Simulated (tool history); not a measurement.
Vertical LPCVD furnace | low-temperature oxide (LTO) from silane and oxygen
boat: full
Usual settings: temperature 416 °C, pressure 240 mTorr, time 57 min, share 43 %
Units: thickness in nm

run	hour	temperature	pressure	time	share	wafers since the last listed run	hours since the last temperature calibration	hours since the pressure gauge was zeroed	hours since the silane flow controller was replaced	hours since the gauge calibration	read-back reference wafer on the same gauge, thickness	thickness
1	0	416	240	57	43	0	5.4	2177.9	2927.6	682.1	583.77	701.57
2	19.4	410	240	57	43	231	24.8	2197.3	2947	701.5	584.37	662.59
3	41.3	416	240	57	38	261	46.7	2219.2	2968.9	723.4	583.54	608.16
4	71.3	416	240	66	41	358	76.7	2249.2	2998.9	753.4	584.42	775.57
5	105	416	240	70.5	47	402	110.4	2282.9	3032.6	787.1	583.87	949.25
6	129.7	416	240	70.5	47	295	135.1	2307.6	3057.3	811.8	583.63	958.85
7	174.2	407	240	57	43	531	179.6	2352.1	3101.8	856.3	583.89	638.68
# hour 223.5: pressure gauge zeroed
8	224	416	240	57	43	308	229.4	0.5	3151.6	906.1	583.84	701.88
9	240	405	240	57	50	191	245.4	16.5	3167.6	922.1	584.45	731.66
10	275.5	426	185	79	43	424	280.9	52	3203.1	957.6	584.15	828.27
11	305.1	407	240	57	50	353	310.5	81.6	3232.7	987.2	583.56	747
12	319.3	416	240	75	50	169	324.7	95.8	3246.9	1001.4	584.39	1067.67
# hour 351.6: silane flow controller replaced
13	352.1	416	240	57	43	105	357.5	128.6	0.5	1034.2	584.16	727.4
14	370.8	416	240	57	43	223	376.2	147.3	19.2	1052.9	584.61	728.58
15	399.6	416	240	57	43	344	405	176.1	48	1081.7	583.88	727.5
# hour 421.8: gauge calibrated
16	433.7	416	210	57	48	407	439.1	210.2	82.1	11.9	583.28	705.52
17	465	416	240	47.5	49	373	470.4	241.5	113.4	43.2	584.41	679.93
18	477.1	420	225	73.5	43	144	482.5	253.6	125.5	55.3	583.91	910.01
19	506.5	416	240	57	43	351	511.9	283	154.9	84.7	583.74	725.98
20	521.1	416	240	57	43	174	526.5	297.6	169.5	99.3	584.19	721.95
21	548.5	416	265	57	48	327	553.9	325	196.9	126.7	583.83	888.27
22	578.3	416	240	57	43	355	583.7	354.8	226.7	156.5	584.32	722.52
23	595.2	411	240	57	39	201	600.6	371.7	243.6	173.4	584.19	614.52
24	611.8	416	240	57	43	198	617.2	388.3	260.2	190	584.17	722.23
25	626.2	427	240	50.5	40	172	631.6	402.7	274.6	204.4	583.93	659.22
26	644.2	416	240	57	43	215	649.6	420.7	292.6	222.4	583.76	718.93
27	659.9	416	260	34.5	37	187	665.3	436.4	308.3	238.1	583.79	400.64
28	691	405	280	69.5	37	371	696.4	467.5	339.4	269.2	584.54	767.94
29	725.9	416	240	41.5	40	416	731.3	502.4	374.3	304.1	584.21	484.46
30	753.1	416	240	57	43	324	758.5	529.6	401.5	331.3	583.65	718.45

What the log doesn't show, run by run:
true pressure minus gauge reading, mTorr: 0 in every run
gauge reads high (%): 0 in every run
H1: true tube temperature minus thermocouple reading, K
H2: deviation of the silane flow from its setpoint, %
run	H1	H2
1	0.183	-4.27
2	0.183	-4.28
3	0.184	-4.29
4	0.184	-4.3
5	0.186	-4.31
6	0.187	-4.33
7	0.19	-4.34
8	0.194	-4.36
9	0.195	-4.37
10	0.199	-4.38
11	0.202	-4.39
12	0.204	-4.4
13	0.208	1.22
14	0.211	1.12
15	0.215	0.975
16	0.221	0.809
17	0.226	0.66
18	0.228	0.603
19	0.234	0.468
20	0.237	0.402
21	0.243	0.28
22	0.249	0.151
23	0.253	0.0791
24	0.257	0.00946
25	0.261	-0.0502
26	0.265	-0.124
27	0.269	-0.187
28	0.277	-0.31
29	0.287	-0.445
30	0.295	-0.547
